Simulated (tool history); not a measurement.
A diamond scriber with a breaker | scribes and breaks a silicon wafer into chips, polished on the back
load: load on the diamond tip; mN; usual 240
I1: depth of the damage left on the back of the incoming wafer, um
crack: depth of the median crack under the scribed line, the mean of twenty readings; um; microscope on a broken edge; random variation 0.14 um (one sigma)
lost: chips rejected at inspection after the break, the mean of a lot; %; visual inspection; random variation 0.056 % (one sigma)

run 1 hour=0 | load=222 | I1=0.02 | crack=11.04 lost=9.73
run 2 hour=9.8 | load=222 | I1=0.03 | crack=10.94 lost=9.43
run 3 hour=20.8 | load=277 | I1=0.05 | crack=13.34 lost=2.55
run 4 hour=33.1 | load=206 | I1=0.01 | crack=10.22 lost=14.04
run 5 hour=44 | load=206 | I1=0.05 | crack=10.24 lost=14.23
run 6 hour=59.4 | load=290 | I1=0.05 | crack=13.89 lost=1.92
run 7 hour=70.7 | load=290 | I1=0.03 | crack=13.96 lost=2.12
run 8 hour=80.8 | load=240 | I1=0.05 | crack=11.65 lost=6.69
run 9 hour=95.5 | load=240 | I1=0.01 | crack=11.62 lost=6.69
run 10 hour=138.5 | load=240 | I1=0.03 | crack=11.66 lost=7.24
run 11 hour=145.7 | load=207 | I1=0.03 | crack=10.21 lost=14.85
run 12 hour=154.1 | load=240 | I1=0.01 | crack=11.76 lost=7.24
run 13 hour=169.3 | load=240 | I1=0.04 | crack=11.55 lost=7.08
run 14 hour=186.4 | load=240 | I1=0.01 | crack=11.82 lost=7.37
-- hour=194.6 load on the tip recalibrated
run 15 hour=195.1 | load=240 | I1=0.03 | crack=11.62 lost=7.38
run 16 hour=205.2 | load=240 | I1=0.04 | crack=11.56 lost=7.35
run 17 hour=211.7 | load=180 | I1=0.02 | crack=8.97 lost=24.24
run 18 hour=221.6 | load=275 | I1=0.01 | crack=13.13 lost=3.14

Run 19 comes next. What will it give?
run 19 hour=232.9 | load=281 | I1=0.04 | crack=? lost=?

crack: 13.59 um
lost: 2.73 %
Without the tool's hidden state the same run would have given crack 17.18 um, lost 3.73 %.
